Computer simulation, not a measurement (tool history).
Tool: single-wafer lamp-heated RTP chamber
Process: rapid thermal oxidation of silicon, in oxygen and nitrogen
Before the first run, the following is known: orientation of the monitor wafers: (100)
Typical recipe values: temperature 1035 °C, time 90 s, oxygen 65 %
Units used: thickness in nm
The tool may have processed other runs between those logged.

run	hour	temperature	time	oxygen	wafers since the last listed run	wafers since the last pyrometer calibration	hours since the oxygen flow controller was replaced	hours since the gauge calibration	read-back reference wafer on the same gauge, thickness	thickness
1	0.0	1035	113	65	0	547	2554.2	1300.5	6.595	8.810
2	52.8	1035	90	58	338	886	2607.0	1353.3	6.603	7.792
3	160.1	1035	90	58	687	1573	2714.3	1460.6	6.604	7.753
4	255.8	1035	90	58	613	2186	2810.0	1556.3	6.602	7.785
5	335.8	1053	119	65	512	2699	2890.0	1636.3	6.599	10.504
6	415.2	1035	115	65	508	3207	2969.4	1715.7	6.602	9.219
7	510.4	1035	115	65	609	3817	3064.6	1810.9	6.595	9.090
8	549.9	1035	90	65	253	4070	3104.1	1850.4	6.595	8.140
9	639.2	1035	90	65	572	4642	3193.4	1939.7	6.599	8.210
10	742.5	1035	90	65	661	5304	3296.7	2043.0	6.597	8.148
# hour 823.0: pyrometer window cleaned and pyrometer calibrated
11	836.3	1035	90	65	549	85	3390.5	2136.8	6.601	8.445
12	884.7	1035	90	65	310	395	3438.9	2185.2	6.599	8.470
13	950.3	1035	90	65	420	815	3504.5	2250.8	6.606	8.527
14	1035.7	1044	90	65	547	1362	3589.9	2336.2	6.595	9.092
15	1124.4	1044	90	65	568	1930	3678.6	2424.9	6.600	9.179
# hour 1178.9: gauge calibrated
16	1217.6	1044	90	65	597	2527	3771.8	38.7	6.603	9.260
17	1319.0	1035	90	65	649	3177	3873.2	140.1	6.602	8.685
18	1386.7	1054	76	65	433	3611	3940.9	207.8	6.597	9.090
# hour 1409.5: pyrometer window cleaned and pyrometer calibrated, repeated, since the last time left the tool worse
19	1448.7	1049	113	36	345	250	4002.9	269.8	6.596	7.843
20	1485.8	1051	113	82	237	488	4040.0	306.9	6.605	10.828
21	1564.7	1035	126	78	505	993	4118.9	385.8	6.601	10.060
# hour 1593.9: oxygen flow controller replaced
22	1630.9	1035	90	65	372	1366	37.0	452.0	6.602	8.099
23	1947.8	1035	90	65	2030	3397	353.9	768.9	6.600	8.197
24	2038.1	1052	110	65	578	3975	444.2	859.2	6.601	10.060
25	2077.5	1053	117	65	252	4227	483.6	898.6	6.606	10.471
26	2174.0	1064	67	50	618	4846	580.1	995.1	6.603	7.923
27	2214.9	1035	90	50	262	5108	621.0	1036.0	6.599	7.477
28	2302.3	1035	70	93	559	5668	708.4	1123.4	6.595	8.368
29	2339.5	1018	112	95	238	5906	745.6	1160.6	6.606	9.201
# hour 2375.5: pyrometer window cleaned and pyrometer calibrated
30	2383.0	1035	90	65	227	48	789.1	1204.1	6.596	7.974
31	2420.5	1015	90	86	240	288	826.6	1241.6	6.596	7.637
32	2517.3	1014	72	65	620	908	923.4	1338.4	6.603	6.280
33	2586.4	1035	90	65	442	1351	992.5	1407.5	6.599	8.024
34	2665.2	1008	117	65	504	1855	1071.3	1486.3	6.607	7.573
35	2740.6	1051	90	65	483	2338	1146.7	1561.7	6.597	9.044

The tool's hidden state at each run:
deviation of the oxygen flow from its setpoint, %: 0 in every run
gauge reads high (%): 0 in every run
H1: true wafer temperature minus pyrometer reading, K
run	H1
1	1.33
2	1.91
3	2.84
4	3.46
5	3.86
6	4.17
7	4.46
8	4.56
9	4.75
10	4.91
11	8.94
12	9.6
13	10.4
14	11.1
15	11.8
16	12.3
17	12.7
18	12.9
19	0.739
20	1.21
21	2.07
22	2.65
23	4.29
24	4.54
25	4.63
26	4.81
27	4.88
28	4.99
29	5.03
30	0.231
31	0.758
32	1.88
33	2.51
34	3.08
35	3.52

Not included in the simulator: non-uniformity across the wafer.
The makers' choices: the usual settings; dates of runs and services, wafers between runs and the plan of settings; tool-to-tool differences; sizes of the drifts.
